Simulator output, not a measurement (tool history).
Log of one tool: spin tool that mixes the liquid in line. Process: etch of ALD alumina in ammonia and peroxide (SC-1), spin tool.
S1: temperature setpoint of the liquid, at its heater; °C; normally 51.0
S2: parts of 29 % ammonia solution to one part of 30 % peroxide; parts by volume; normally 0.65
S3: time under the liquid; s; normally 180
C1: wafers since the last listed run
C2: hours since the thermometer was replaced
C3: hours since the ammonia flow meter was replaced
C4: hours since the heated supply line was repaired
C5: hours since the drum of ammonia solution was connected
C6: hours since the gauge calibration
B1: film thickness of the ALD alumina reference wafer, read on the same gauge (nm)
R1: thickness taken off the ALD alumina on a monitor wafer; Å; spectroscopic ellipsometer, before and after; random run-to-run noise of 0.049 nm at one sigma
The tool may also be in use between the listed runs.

Run 1, hour 0.0: usual settings but S1 55.0 °C, S3 215 s; C1 0; C2 530.5; C3 256.2; C4 1487.2; C5 381.4; C6 1224.6; B1 50.04. Result: R1 126.1 Å.
Run 2, hour 57.8: usual settings but S1 55.0 °C, S3 215 s; C1 346; C2 588.3; C3 314.0; C4 1545.0; C5 439.2; C6 1282.4; B1 49.97. Result: R1 127.4 Å.
Run 3, hour 126.2: usual settings but S1 45.5 °C; C1 410; C2 656.7; C3 382.4; C4 1613.4; C5 507.6; C6 1350.8; B1 50.04. Result: R1 63.7 Å.
At hour 188.2: new drum of ammonia solution connected.
Run 4, hour 221.0: usual settings; C1 562; C2 751.5; C3 477.2; C4 1708.2; C5 32.8; C6 1445.6; B1 50.02. Result: R1 86.0 Å.
Run 5, hour 313.8: usual settings; C1 556; C2 844.3; C3 570.0; C4 1801.0; C5 125.6; C6 1538.4; B1 50.01. Result: R1 85.1 Å.
At hour 320.4: ammonia flow meter replaced.
At hour 343.4: thermometer replaced.
Run 6, hour 390.4: usual settings; C1 447; C2 47.0; C3 70.0; C4 1877.6; C5 202.2; C6 1615.0; B1 50.07. Result: R1 86.1 Å.
Run 7, hour 433.8: usual settings; C1 260; C2 90.4; C3 113.4; C4 1921.0; C5 245.6; C6 1658.4; B1 50.01. Result: R1 86.2 Å.
Run 8, hour 500.3: usual settings; C1 398; C2 156.9; C3 179.9; C4 1987.5; C5 312.1; C6 1724.9; B1 49.98. Result: R1 85.9 Å.
Run 9, hour 555.2: usual settings but S1 58.0 °C, S2 0.50 parts by volume; C1 329; C2 211.8; C3 234.8; C4 2042.4; C5 367.0; C6 1779.8; B1 49.96. Result: R1 120.6 Å.
Run 10, hour 625.9: usual settings; C1 423; C2 282.5; C3 305.5; C4 2113.1; C5 437.7; C6 1850.5; B1 50.02. Result: R1 86.0 Å.
At hour 708.0: new drum of ammonia solution connected.
Run 11, hour 729.5: usual settings but S1 53.5 °C; C1 615; C2 386.1; C3 409.1; C4 2216.7; C5 21.5; C6 1954.1; B1 49.98. Result: R1 97.5 Å.
At hour 799.7: ammonia flow meter replaced.
Run 12, hour 811.0: usual settings but S1 41.0 °C, S2 0.50 parts by volume, S3 105 s; C1 482; C2 467.6; C3 11.3; C4 2298.2; C5 103.0; C6 2035.6; B1 49.98. Result: R1 27.5 Å.
At hour 819.8: gauge calibrated.
Run 13, hour 873.8: usual settings but S2 0.75 parts by volume; C1 376; C2 530.4; C3 74.1; C4 2361.0; C5 165.8; C6 54.0; B1 49.97. Result: R1 86.6 Å.
Run 14, hour 976.0: usual settings but S1 58.5 °C, S2 0.45 parts by volume; C1 612; C2 632.6; C3 176.3; C4 2463.2; C5 268.0; C6 156.2; B1 50.01. Result: R1 121.3 Å.
Run 15, hour 1070.0: usual settings but S1 60.5 °C, S2 0.55 parts by volume, S3 125 s; C1 563; C2 726.6; C3 270.3; C4 2557.2; C5 362.0; C6 250.2; B1 50.02. Result: R1 97.1 Å.
Run 16, hour 1174.7: usual settings but S1 45.5 °C, S2 0.45 parts by volume; C1 627; C2 831.3; C3 375.0; C4 2661.9; C5 466.7; C6 354.9; B1 50.01. Result: R1 59.7 Å.
Run 17, hour 1218.5: usual settings but S1 45.5 °C, S2 0.40 parts by volume, S3 230 s; C1 262; C2 875.1; C3 418.8; C4 2705.7; C5 510.5; C6 398.7; B1 50.00. Result: R1 76.3 Å.
At hour 1232.3: new drum of ammonia solution connected.
At hour 1259.5: heated supply line repaired.
At hour 1264.6: thermometer replaced.
At hour 1282.3: ammonia flow meter replaced.
Run 18, hour 1315.2: usual settings but S1 45.0 °C, S2 0.85 parts by volume; C1 555; C2 50.6; C3 32.9; C4 55.7; C5 82.9; C6 495.4; B1 49.94. Result: R1 63.6 Å.
Run 19, hour 1417.9: usual settings but S1 48.0 °C, S2 0.50 parts by volume; C1 615; C2 153.3; C3 135.6; C4 158.4; C5 185.6; C6 598.1; B1 49.98. Result: R1 72.5 Å.
Run 20, hour 1506.4: usual settings but S1 60.5 °C, S2 0.75 parts by volume, S3 80 s; C1 530; C2 241.8; C3 224.1; C4 246.9; C5 274.1; C6 686.6; B1 49.99. Result: R1 64.9 Å.
Run 21, hour 1606.4: usual settings; C1 599; C2 341.8; C3 324.1; C4 346.9; C5 374.1; C6 786.6; B1 49.97. Result: R1 87.4 Å.
Run 22, hour 1651.7: usual settings but S1 59.0 °C, S3 220 s; C1 271; C2 387.1; C3 369.4; C4 392.2; C5 419.4; C6 831.9; B1 49.95. Result: R1 162.5 Å.
At hour 1734.4: new drum of ammonia solution connected.
At hour 1755.3: ammonia flow meter replaced.
Run 23, hour 1757.7: usual settings but S2 0.50 parts by volume, S3 285 s; C1 623; C2 493.1; C3 2.4; C4 498.2; C5 23.3; C6 937.9; B1 49.99. Result: R1 134.9 Å.
Run 24, hour 1821.0: usual settings but S1 54.5 °C, S2 0.40 parts by volume, S3 115 s; C1 379; C2 556.4; C3 65.7; C4 561.5; C5 86.6; C6 1001.2; B1 50.00. Result: R1 64.5 Å.
Run 25, hour 1896.3: usual settings; C1 451; C2 631.7; C3 141.0; C4 636.8; C5 161.9; C6 1076.5; B1 50.01. Result: R1 86.5 Å.

Each row is a separate what-if for the run after 25, all from the same tool condition, not one after another. Results?
Run A, hour 1896.8: usual settings but S1 48.0 °C; C1 2; C2 632.2; C3 141.5; C4 637.3; C5 162.4; C6 1077.0; B1 ?. Result: R1 ?.
Run B, hour 1896.8: usual settings but S3 255 s; C1 2; C2 632.2; C3 141.5; C4 637.3; C5 162.4; C6 1077.0; B1 ?. Result: R1 ?.
Run C, hour 1896.8: usual settings but S1 60.0 °C; C1 2; C2 632.2; C3 141.5; C4 637.3; C5 162.4; C6 1077.0; B1 ?. Result: R1 ?.
Run D, hour 1896.8: usual settings but S1 55.0 °C, S2 0.40 parts by volume; C1 2; C2 632.2; C3 141.5; C4 637.3; C5 162.4; C6 1077.0; B1 ?. Result: R1 ?.

run     B1     R1
  A  50.01   74.0
  B  50.01  123.7
  C  50.01  140.6
  D  50.01  103.4
With the hidden condition removed and each run's random variation left untouched, the same runs would have given:
run     R1
  A   74.6
  B  124.7
  C  141.7
  D  104.2
